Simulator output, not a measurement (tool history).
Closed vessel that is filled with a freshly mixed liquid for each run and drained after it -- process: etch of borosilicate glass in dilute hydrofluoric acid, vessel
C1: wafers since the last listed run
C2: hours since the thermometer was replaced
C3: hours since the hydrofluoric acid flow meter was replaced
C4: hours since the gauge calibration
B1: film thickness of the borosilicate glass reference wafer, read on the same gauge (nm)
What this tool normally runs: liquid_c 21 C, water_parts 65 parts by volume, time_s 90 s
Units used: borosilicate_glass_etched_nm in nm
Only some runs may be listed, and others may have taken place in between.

{"run": 1, "hour": 0.0, "liquid_c": 21, "water_parts": 45, "time_s": 90, "C1": 0, "C2": 1839.1, "C3": 2074.2, "C4": 374.4, "B1": 39.99, "borosilicate_glass_etched_nm": 70.46}
{"run": 2, "hour": 12.5, "liquid_c": 19.5, "water_parts": 65, "time_s": 90, "C1": 1684, "C2": 1851.6, "C3": 2086.7, "C4": 386.9, "B1": 40.01, "borosilicate_glass_etched_nm": 44.74}
{"run": 3, "hour": 22.9, "liquid_c": 19.5, "water_parts": 65, "time_s": 90, "C1": 1401, "C2": 1862, "C3": 2097.1, "C4": 397.3, "B1": 40.01, "borosilicate_glass_etched_nm": 44.97}
{"run": 4, "hour": 39.0, "liquid_c": 17.5, "water_parts": 65, "time_s": 90, "C1": 2170, "C2": 1878.1, "C3": 2113.2, "C4": 413.4, "B1": 39.99, "borosilicate_glass_etched_nm": 40.79}
{"run": 5, "hour": 50.5, "liquid_c": 17.5, "water_parts": 65, "time_s": 90, "C1": 1550, "C2": 1889.6, "C3": 2124.7, "C4": 424.9, "B1": 40.04, "borosilicate_glass_etched_nm": 41.07}
{"run": 6, "hour": 60.7, "liquid_c": 17.5, "water_parts": 65, "time_s": 90, "C1": 1374, "C2": 1899.8, "C3": 2134.9, "C4": 435.1, "B1": 39.98, "borosilicate_glass_etched_nm": 41.13}
{"run": 7, "hour": 72.3, "liquid_c": 22.5, "water_parts": 65, "time_s": 65, "C1": 1563, "C2": 1911.4, "C3": 2146.5, "C4": 446.7, "B1": 40.01, "borosilicate_glass_etched_nm": 36.69}
{"run": 8, "hour": 79.3, "liquid_c": 21, "water_parts": 65, "time_s": 130, "C1": 943, "C2": 1918.4, "C3": 2153.5, "C4": 453.7, "B1": 40, "borosilicate_glass_etched_nm": 68.98}
{"run": 9, "hour": 88.0, "liquid_c": 21, "water_parts": 65, "time_s": 60, "C1": 1172, "C2": 1927.1, "C3": 2162.2, "C4": 462.4, "B1": 40, "borosilicate_glass_etched_nm": 31.85}
{"run": 10, "hour": 100.7, "liquid_c": 21, "water_parts": 65, "time_s": 60, "C1": 1711, "C2": 1939.8, "C3": 2174.9, "C4": 475.1, "B1": 39.99, "borosilicate_glass_etched_nm": 31.86}
{"run": 11, "hour": 110.9, "liquid_c": 21, "water_parts": 65, "time_s": 45, "C1": 1374, "C2": 1950, "C3": 2185.1, "C4": 485.3, "B1": 39.98, "borosilicate_glass_etched_nm": 23.93}
{"run": 12, "hour": 118.9, "liquid_c": 21, "water_parts": 65, "time_s": 90, "C1": 1078, "C2": 1958, "C3": 2193.1, "C4": 493.3, "B1": 40.03, "borosilicate_glass_etched_nm": 47.45}
{"run": 13, "hour": 134.6, "liquid_c": 22.5, "water_parts": 65, "time_s": 90, "C1": 2116, "C2": 1973.7, "C3": 2208.8, "C4": 509, "B1": 39.99, "borosilicate_glass_etched_nm": 50.6}
{"run": 14, "hour": 150.2, "liquid_c": 25, "water_parts": 90, "time_s": 140, "C1": 2102, "C2": 1989.3, "C3": 2224.4, "C4": 524.6, "B1": 39.98, "borosilicate_glass_etched_nm": 61.24}
{"hour": 152.6, "done": "gauge calibrated"}
{"run": 15, "hour": 161.5, "liquid_c": 19.5, "water_parts": 65, "time_s": 90, "C1": 1523, "C2": 2000.6, "C3": 2235.7, "C4": 8.9, "B1": 39.96, "borosilicate_glass_etched_nm": 44.99}
{"run": 16, "hour": 167.8, "liquid_c": 18, "water_parts": 40, "time_s": 60, "C1": 849, "C2": 2006.9, "C3": 2242, "C4": 15.2, "B1": 40, "borosilicate_glass_etched_nm": 46.52}
{"run": 17, "hour": 177.9, "liquid_c": 21, "water_parts": 45, "time_s": 120, "C1": 1361, "C2": 2017, "C3": 2252.1, "C4": 25.3, "B1": 40.01, "borosilicate_glass_etched_nm": 94.22}
{"run": 18, "hour": 185.6, "liquid_c": 21, "water_parts": 65, "time_s": 90, "C1": 1037, "C2": 2024.7, "C3": 2259.8, "C4": 33, "B1": 40.02, "borosilicate_glass_etched_nm": 47.43}
{"run": 19, "hour": 200.9, "liquid_c": 17, "water_parts": 90, "time_s": 135, "C1": 2062, "C2": 2040, "C3": 2275.1, "C4": 48.3, "B1": 39.98, "borosilicate_glass_etched_nm": 42.57}
{"run": 20, "hour": 225.5, "liquid_c": 23, "water_parts": 65, "time_s": 140, "C1": 3315, "C2": 2064.6, "C3": 2299.7, "C4": 72.9, "B1": 39.97, "borosilicate_glass_etched_nm": 81.18}
{"run": 21, "hour": 239.5, "liquid_c": 26, "water_parts": 90, "time_s": 65, "C1": 1887, "C2": 2078.6, "C3": 2313.7, "C4": 86.9, "B1": 39.97, "borosilicate_glass_etched_nm": 29.76}
{"run": 22, "hour": 254.8, "liquid_c": 21, "water_parts": 50, "time_s": 55, "C1": 2059, "C2": 2093.9, "C3": 2329, "C4": 102.2, "B1": 39.99, "borosilicate_glass_etched_nm": 38.83}
{"hour": 255.8, "done": "thermometer replaced"}
{"run": 23, "hour": 269.5, "liquid_c": 17, "water_parts": 55, "time_s": 90, "C1": 1849, "C2": 13.7, "C3": 2343.7, "C4": 116.9, "B1": 40.02, "borosilicate_glass_etched_nm": 52.2}
{"run": 24, "hour": 281.7, "liquid_c": 22.5, "water_parts": 55, "time_s": 115, "C1": 1644, "C2": 25.9, "C3": 2355.9, "C4": 129.1, "B1": 39.99, "borosilicate_glass_etched_nm": 84.59}
{"hour": 292.6, "done": "hydrofluoric acid flow meter replaced"}
{"run": 25, "hour": 293.1, "liquid_c": 21, "water_parts": 65, "time_s": 70, "C1": 1401, "C2": 37.3, "C3": 0.5, "C4": 140.5, "B1": 40, "borosilicate_glass_etched_nm": 35.84}
{"run": 26, "hour": 307.5, "liquid_c": 21, "water_parts": 75, "time_s": 115, "C1": 1941, "C2": 51.7, "C3": 14.9, "C4": 154.9, "B1": 39.99, "borosilicate_glass_etched_nm": 51.05}
{"run": 27, "hour": 323.2, "liquid_c": 18.5, "water_parts": 90, "time_s": 65, "C1": 2116, "C2": 67.4, "C3": 30.6, "C4": 170.6, "B1": 40.01, "borosilicate_glass_etched_nm": 21.29}
{"run": 28, "hour": 340.6, "liquid_c": 21, "water_parts": 65, "time_s": 90, "C1": 2345, "C2": 84.8, "C3": 48, "C4": 188, "B1": 39.98, "borosilicate_glass_etched_nm": 46.48}
{"run": 29, "hour": 353.4, "liquid_c": 23, "water_parts": 65, "time_s": 145, "C1": 1725, "C2": 97.6, "C3": 60.8, "C4": 200.8, "B1": 39.99, "borosilicate_glass_etched_nm": 81.02}
{"run": 30, "hour": 364.1, "liquid_c": 21, "water_parts": 75, "time_s": 90, "C1": 1442, "C2": 108.3, "C3": 71.5, "C4": 211.5, "B1": 39.98, "borosilicate_glass_etched_nm": 39.76}
{"run": 31, "hour": 380.5, "liquid_c": 18, "water_parts": 40, "time_s": 60, "C1": 2210, "C2": 124.7, "C3": 87.9, "C4": 227.9, "B1": 40, "borosilicate_glass_etched_nm": 45.48}
{"run": 32, "hour": 393.3, "liquid_c": 17.5, "water_parts": 50, "time_s": 75, "C1": 1725, "C2": 137.5, "C3": 100.7, "C4": 240.7, "B1": 40.01, "borosilicate_glass_etched_nm": 44.01}
{"run": 33, "hour": 408.7, "liquid_c": 21, "water_parts": 65, "time_s": 90, "C1": 2075, "C2": 152.9, "C3": 116.1, "C4": 256.1, "B1": 40.02, "borosilicate_glass_etched_nm": 46.22}

For each entry between runs, how does the tool's hidden state at the last listed run before it compare with that at the first listed run after it?
Logged between run 14 and run 15: gauge calibrated (hour 152.6)
  liquid colder than its thermometer reads (K): 2.25 -> 2.27; hydrofluoric acid flow above the setpoint (%): 11.8 -> 11.9
  measured minus no-state result, borosilicate_glass_etched_nm: +2 -> +1.02 nm
Logged between run 22 and run 23: thermometer replaced (hour 255.8)
  liquid colder than its thermometer reads (K): 2.36 -> 0.253; hydrofluoric acid flow above the setpoint (%): 12.3 -> 12.4
  measured minus no-state result, borosilicate_glass_etched_nm: +0.85 -> +5.56 nm
Logged between run 24 and run 25: hydrofluoric acid flow meter replaced (hour 292.6)
  liquid colder than its thermometer reads (K): 0.266 -> 0.278; hydrofluoric acid flow above the setpoint (%): 12.4 -> 0.63
  measured minus no-state result, borosilicate_glass_etched_nm: +9.1 -> -0.17 nm
